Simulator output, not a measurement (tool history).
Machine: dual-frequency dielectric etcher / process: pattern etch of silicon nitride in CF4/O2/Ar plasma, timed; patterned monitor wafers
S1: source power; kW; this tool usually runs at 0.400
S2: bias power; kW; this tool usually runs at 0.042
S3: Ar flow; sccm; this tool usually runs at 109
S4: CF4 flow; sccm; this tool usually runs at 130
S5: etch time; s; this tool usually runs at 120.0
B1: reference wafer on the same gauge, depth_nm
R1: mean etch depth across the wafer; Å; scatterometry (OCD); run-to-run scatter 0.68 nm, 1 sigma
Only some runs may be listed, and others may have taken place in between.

run,hour,S1,S2,S3,S4,S5,B1,R1
1,0.0,0.400,0.042,109,130,120.0,178.7,1652
2,66.0,0.400,0.042,109,130,120.0,178.9,1660
3,136.0,0.400,0.042,109,130,120.0,179.3,1657
4,187.9,0.400,0.042,109,130,120.0,179.2,1660
# hour 213.9: source power generator calibrated
5,220.0,0.400,0.051,109,157,120.0,179.0,1855
# hour 267.9: gauge calibrated
6,278.4,0.400,0.042,109,130,120.0,179.2,1680
# hour 305.7: wet clean of the chamber
# hour 316.4: upper electrode replaced
7,319.6,0.350,0.042,109,143,108.0,179.0,1422
8,373.5,0.400,0.042,109,130,120.0,178.9,1687
# hour 380.0: Ar flow controller replaced
# hour 384.4: CF4 flow controller replaced
9,424.3,0.400,0.042,109,130,120.0,179.0,1688
10,480.0,0.400,0.042,109,130,120.0,179.1,1683
# hour 503.8: bias power generator calibrated
11,509.3,0.340,0.042,101,147,110.0,178.9,1433
12,574.2,0.400,0.042,109,130,120.0,178.8,1682
13,656.3,0.330,0.036,109,130,120.0,179.2,1427
14,709.2,0.440,0.038,109,151,98.0,178.8,1431
# hour 738.5: wet clean of the chamber
15,768.5,0.400,0.042,109,130,120.0,178.9,1678
16,833.1,0.430,0.042,109,104,120.0,179.0,1716
17,892.8,0.400,0.042,109,130,120.0,178.9,1692
18,957.3,0.400,0.042,109,130,140.5,179.1,1957
19,1018.6,0.400,0.042,128,130,152.0,179.1,2089
20,1059.6,0.400,0.042,128,130,102.5,179.0,1414
21,1102.9,0.400,0.042,109,130,120.0,178.9,1685
# hour 1140.4: wet clean of the chamber
22,1163.8,0.400,0.042,118,130,149.0,178.9,2065

3 ways to go on from here, each from the tool as it stands after run 22. What would each give?
A,1164.3,0.400,0.042,109,130,120.0,?,?
B,1164.3,0.450,0.042,109,148,88.0,?,?
C,1164.3,0.400,0.042,91,151,120.0,?,?

run,B1,R1
A,179.0,1687
B,179.0,1350
C,179.0,1744
Without the tool's hidden state the same runs would have given:
run,R1
A,1697
B,1358
C,1754
